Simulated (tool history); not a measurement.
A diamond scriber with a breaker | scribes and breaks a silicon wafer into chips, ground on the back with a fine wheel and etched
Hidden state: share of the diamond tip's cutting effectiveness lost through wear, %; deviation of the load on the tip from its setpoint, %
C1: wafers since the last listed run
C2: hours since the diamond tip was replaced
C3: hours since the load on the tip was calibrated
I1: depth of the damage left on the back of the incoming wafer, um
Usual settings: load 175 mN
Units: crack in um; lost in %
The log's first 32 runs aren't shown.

run 33 hour=2194.9 | load=175 | C1=365 C2=599 C3=952.1 | I1=0.72 | crack=9.4 lost=1.5
run 34 hour=2238.2 | load=222 | C1=235 C2=642.3 C3=995.4 | I1=0.72 | crack=11.51 lost=7.21
-- hour=2247.3 diamond tip replaced by a new one
run 35 hour=2322.6 | load=211 | C1=448 C2=75.3 C3=1079.8 | I1=0.55 | crack=11.99 lost=9.47
run 36 hour=2377.8 | load=195 | C1=300 C2=130.5 C3=1135 | I1=0.74 | crack=10.89 lost=4.61
run 37 hour=2460.3 | load=175 | C1=448 C2=213 C3=1217.5 | I1=0.41 | crack=9.64 lost=1.41
-- hour=2501.8 load on the tip recalibrated
run 38 hour=2502.3 | load=194 | C1=217 C2=255 C3=0.5 | I1=0.45 | crack=9.53 lost=1.44
run 39 hour=2577.3 | load=205 | C1=408 C2=330 C3=75.5 | I1=0.4 | crack=10.31 lost=2.14
run 40 hour=2616.3 | load=225 | C1=212 C2=369 C3=114.5 | I1=0.65 | crack=11.13 lost=5.31
run 41 hour=2795.7 | load=175 | C1=976 C2=548.4 C3=293.9 | I1=0.77 | crack=9.06 lost=2.23

Forecast each of these 4 alternatives for the next run:
run A hour=2796.2 | load=159 | C1=2 C2=548.9 C3=294.4 | I1=0.64 | crack=? lost=?
run B hour=2796.2 | load=148 | C1=2 C2=548.9 C3=294.4 | I1=0.64 | crack=? lost=?
run C hour=2796.2 | load=191 | C1=2 C2=548.9 C3=294.4 | I1=0.64 | crack=? lost=?
run D hour=2796.2 | load=198 | C1=2 C2=548.9 C3=294.4 | I1=0.64 | crack=? lost=?

run=A crack=8.33 lost=5.38
run=B crack=7.76 lost=9.74
run=C crack=9.9 lost=1.22
run=D crack=10.22 lost=1.54
Without the tool's hidden state the same runs would have given:
run=A crack=8.91 lost=2.61
run=B crack=8.3 lost=5.59
run=C crack=10.59 lost=2.28
run=D crack=10.93 lost=3.32
